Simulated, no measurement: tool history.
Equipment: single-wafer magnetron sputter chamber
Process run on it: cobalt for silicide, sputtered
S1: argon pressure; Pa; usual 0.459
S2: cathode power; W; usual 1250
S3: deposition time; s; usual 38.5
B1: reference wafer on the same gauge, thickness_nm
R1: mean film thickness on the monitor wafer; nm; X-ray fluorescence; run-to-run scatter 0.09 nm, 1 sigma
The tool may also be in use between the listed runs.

Run 1, hour 0.0: usual settings but S2 1100 W; B1 23.635. Result: R1 21.411 nm.
Run 2, hour 39.6: usual settings but S2 1100 W; B1 23.662. Result: R1 21.601 nm.
Run 3, hour 118.7: usual settings but S2 1100 W; B1 23.655. Result: R1 21.434 nm.
Run 4, hour 147.6: usual settings but S2 1000 W; B1 23.672. Result: R1 19.529 nm.
Run 5, hour 194.8: usual settings but S2 1000 W; B1 23.678. Result: R1 19.594 nm.
Run 6, hour 221.1: usual settings; B1 23.678. Result: R1 24.498 nm.
Run 7, hour 249.9: usual settings; B1 23.673. Result: R1 24.367 nm.
Run 8, hour 310.7: usual settings but S3 33.7 s; B1 23.674. Result: R1 21.453 nm.
Run 9, hour 378.6: usual settings but S3 33.7 s; B1 23.713. Result: R1 21.417 nm.
Run 10, hour 434.7: usual settings but S3 33.7 s; B1 23.698. Result: R1 21.383 nm.
Run 11, hour 498.8: usual settings but S2 1150 W; B1 23.704. Result: R1 22.593 nm.
Run 12, hour 561.0: usual settings but S1 0.596 Pa, S3 30.8 s; B1 23.714. Result: R1 18.746 nm.
Run 13, hour 624.8: usual settings; B1 23.725. Result: R1 24.475 nm.
Run 14, hour 659.7: usual settings but S1 0.626 Pa; B1 23.299. Result: R1 22.815 nm.
Run 15, hour 716.2: usual settings but S1 0.374 Pa; B1 23.341. Result: R1 24.666 nm.
Run 16, hour 747.6: usual settings but S2 1500 W; B1 23.407. Result: R1 29.174 nm.
Run 17, hour 793.2: usual settings; B1 23.431. Result: R1 24.064 nm.
Run 18, hour 864.6: usual settings but S1 0.583 Pa, S2 1350 W, S3 41.6 s; B1 23.456. Result: R1 27.211 nm.
Run 19, hour 924.3: usual settings but S1 0.320 Pa, S2 1350 W; B1 23.500. Result: R1 27.218 nm.
Run 20, hour 968.9: usual settings but S3 45.0 s; B1 23.509. Result: R1 28.210 nm.

Not shown: 5 entries that the log had between the listed runs. Between which runs, and how does the tool's hidden state differ before and after?
In the gap between runs 6 and 7: sputter target and shields replaced (hour 232.3)
  gauge reads high (%): 1.63 -> 1.65
  measured value less the no-hidden-state value, R1: +0.394 -> +0.395 nm
In the gap between runs 8 and 9: magnet pack replaced (hour 332.4)
  gauge reads high (%): 1.68 -> 1.71
  measured value less the no-hidden-state value, R1: +0.354 -> +0.359 nm
In the gap between runs 10 and 11: capacitance manometer re-zeroed and calibrated (hour 482.6)
  gauge reads high (%): 1.73 -> 1.74
  measured value less the no-hidden-state value, R1: +0.363 -> +0.388 nm
In the gap between runs 13 and 14: gauge calibrated (hour 631.5)
  gauge reads high (%): 1.77 -> -0.0476
  measured value less the no-hidden-state value, R1: +0.426 -> -0.011 nm
In the gap between runs 14 and 15: sputter target and shields replaced (hour 686.3)
  gauge reads high (%): -0.0476 -> 0.191
  measured value less the no-hidden-state value, R1: -0.011 -> +0.047 nm
